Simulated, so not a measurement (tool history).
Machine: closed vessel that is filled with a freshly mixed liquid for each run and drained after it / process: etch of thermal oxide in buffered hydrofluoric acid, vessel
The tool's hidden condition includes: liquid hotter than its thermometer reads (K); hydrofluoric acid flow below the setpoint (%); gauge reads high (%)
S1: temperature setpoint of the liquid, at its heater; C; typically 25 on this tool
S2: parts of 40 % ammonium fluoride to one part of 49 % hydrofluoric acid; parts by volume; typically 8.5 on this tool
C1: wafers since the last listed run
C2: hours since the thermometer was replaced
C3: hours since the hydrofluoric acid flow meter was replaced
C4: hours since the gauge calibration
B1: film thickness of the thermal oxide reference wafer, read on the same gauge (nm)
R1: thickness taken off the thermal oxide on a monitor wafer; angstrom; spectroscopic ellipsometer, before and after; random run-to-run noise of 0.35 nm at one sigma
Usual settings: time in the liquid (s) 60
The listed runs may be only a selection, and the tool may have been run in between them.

run 1 hour=0 | S1=21.5 S2=8.5 time_in_the_liquid_(s)=60 | C1=0 C2=1648.3 C3=982.5 C4=615.4 | B1=39.97 | R1=732.6
run 2 hour=13.1 | S1=21.5 S2=8.5 time_in_the_liquid_(s)=60 | C1=1056 C2=1661.4 C3=995.6 C4=628.5 | B1=40.02 | R1=729.9
run 3 hour=37.1 | S1=25 S2=7.5 time_in_the_liquid_(s)=60 | C1=1936 C2=1685.4 C3=1019.6 C4=652.5 | B1=40 | R1=1013
run 4 hour=60.4 | S1=25 S2=7.5 time_in_the_liquid_(s)=60 | C1=1879 C2=1708.7 C3=1042.9 C4=675.8 | B1=40.02 | R1=1012.4
run 5 hour=80.8 | S1=25 S2=7.5 time_in_the_liquid_(s)=60 | C1=1645 C2=1729.1 C3=1063.3 C4=696.2 | B1=40 | R1=1013.6
run 6 hour=101.8 | S1=25 S2=8.5 time_in_the_liquid_(s)=60 | C1=1694 C2=1750.1 C3=1084.3 C4=717.2 | B1=39.98 | R1=887.7
run 7 hour=137.5 | S1=25 S2=8.5 time_in_the_liquid_(s)=60 | C1=2880 C2=1785.8 C3=1120 C4=752.9 | B1=40.01 | R1=885.8
run 8 hour=155.3 | S1=25 S2=8.5 time_in_the_liquid_(s)=60 | C1=1436 C2=1803.6 C3=1137.8 C4=770.7 | B1=39.99 | R1=886.6
run 9 hour=172.8 | S1=23 S2=8.5 time_in_the_liquid_(s)=60 | C1=1411 C2=1821.1 C3=1155.3 C4=788.2 | B1=39.99 | R1=795.7
run 10 hour=192.6 | S1=25 S2=8.5 time_in_the_liquid_(s)=60 | C1=1597 C2=1840.9 C3=1175.1 C4=808 | B1=39.96 | R1=888.9
run 11 hour=218.4 | S1=25 S2=8.5 time_in_the_liquid_(s)=60 | C1=2081 C2=1866.7 C3=1200.9 C4=833.8 | B1=40.04 | R1=892.4
run 12 hour=246.5 | S1=25 S2=8.5 time_in_the_liquid_(s)=60 | C1=2267 C2=1894.8 C3=1229 C4=861.9 | B1=39.98 | R1=887.1
run 13 hour=258.6 | S1=28 S2=8.5 time_in_the_liquid_(s)=60 | C1=976 C2=1906.9 C3=1241.1 C4=874 | B1=39.96 | R1=1049.7
run 14 hour=297.1 | S1=28.5 S2=8.5 time_in_the_liquid_(s)=40 | C1=3106 C2=1945.4 C3=1279.6 C4=912.5 | B1=40.04 | R1=713.6
run 15 hour=326.7 | S1=25 S2=8.5 time_in_the_liquid_(s)=60 | C1=2388 C2=1975 C3=1309.2 C4=942.1 | B1=40.03 | R1=885.2
run 16 hour=340.8 | S1=21 S2=5.5 time_in_the_liquid_(s)=60 | C1=1137 C2=1989.1 C3=1323.3 C4=956.2 | B1=39.99 | R1=1083
run 17 hour=359.4 | S1=25 S2=8.5 time_in_the_liquid_(s)=60 | C1=1500 C2=2007.7 C3=1341.9 C4=974.8 | B1=40 | R1=890.5
run 18 hour=391.3 | S1=25 S2=8.5 time_in_the_liquid_(s)=30 | C1=2573 C2=2039.6 C3=1373.8 C4=1006.7 | B1=39.99 | R1=442.7
run 19 hour=425.8 | S1=27.5 S2=8.5 time_in_the_liquid_(s)=30 | C1=2783 C2=2074.1 C3=1408.3 C4=1041.2 | B1=40 | R1=506.6
-- hour=427.6 gauge calibrated
run 20 hour=484 | S1=21 S2=12 time_in_the_liquid_(s)=75 | C1=4695 C2=2132.3 C3=1466.5 C4=56.4 | B1=39.98 | R1=658.9
run 21 hour=515.3 | S1=25 S2=8.5 time_in_the_liquid_(s)=75 | C1=2525 C2=2163.6 C3=1497.8 C4=87.7 | B1=39.97 | R1=1113.5
run 22 hour=544 | S1=26.5 S2=8.5 time_in_the_liquid_(s)=30 | C1=2315 C2=2192.3 C3=1526.5 C4=116.4 | B1=40.03 | R1=483.1
run 23 hour=562.5 | S1=25 S2=8.5 time_in_the_liquid_(s)=60 | C1=1492 C2=2210.8 C3=1545 C4=134.9 | B1=40.02 | R1=892.5
run 24 hour=586.6 | S1=25 S2=8.5 time_in_the_liquid_(s)=30 | C1=1944 C2=2234.9 C3=1569.1 C4=159 | B1=40.03 | R1=449.4
run 25 hour=605.4 | S1=25 S2=8.5 time_in_the_liquid_(s)=60 | C1=1516 C2=2253.7 C3=1587.9 C4=177.8 | B1=39.97 | R1=888.3
run 26 hour=637 | S1=25 S2=10 time_in_the_liquid_(s)=35 | C1=2549 C2=2285.3 C3=1619.5 C4=209.4 | B1=40.03 | R1=459.8
run 27 hour=713.2 | S1=25 S2=9.5 time_in_the_liquid_(s)=35 | C1=6148 C2=2361.5 C3=1695.7 C4=285.6 | B1=40 | R1=475.5
run 28 hour=741.1 | S1=25 S2=8.5 time_in_the_liquid_(s)=90 | C1=2251 C2=2389.4 C3=1723.6 C4=313.5 | B1=40.01 | R1=1334.5
-- hour=761.3 thermometer replaced
-- hour=770.1 hydrofluoric acid flow meter replaced
run 29 hour=837.2 | S1=25 S2=7 time_in_the_liquid_(s)=80 | C1=7592 C2=75.9 C3=67.1 C4=409.6 | B1=40.01 | R1=1420.1
run 30 hour=914.6 | S1=25 S2=8.5 time_in_the_liquid_(s)=35 | C1=6245 C2=153.3 C3=144.5 C4=487 | B1=39.99 | R1=506.8
run 31 hour=940.5 | S1=26.5 S2=12 time_in_the_liquid_(s)=90 | C1=2089 C2=179.2 C3=170.4 C4=512.9 | B1=40.01 | R1=1039
run 32 hour=1041.6 | S1=25 S2=8.5 time_in_the_liquid_(s)=60 | C1=8157 C2=280.3 C3=271.5 C4=614 | B1=40.01 | R1=870.5

State the hidden condition of the tool at each of the runs:
hydrofluoric acid flow below the setpoint (%): 0, the same for each run
gauge reads high (%): 0, the same for each run
H1: liquid hotter than its thermometer reads (K)
run=1 H1=0.451
run=2 H1=0.454
run=3 H1=0.461
run=4 H1=0.467
run=5 H1=0.473
run=6 H1=0.479
run=7 H1=0.488
run=8 H1=0.493
run=9 H1=0.498
run=10 H1=0.504
run=11 H1=0.511
run=12 H1=0.518
run=13 H1=0.522
run=14 H1=0.532
run=15 H1=0.54
run=16 H1=0.544
run=17 H1=0.549
run=18 H1=0.558
run=19 H1=0.567
run=20 H1=0.583
run=21 H1=0.592
run=22 H1=0.6
run=23 H1=0.605
run=24 H1=0.611
run=25 H1=0.616
run=26 H1=0.625
run=27 H1=0.646
run=28 H1=0.653
run=29 H1=0.063
run=30 H1=0.0841
run=31 H1=0.0912
run=32 H1=0.119
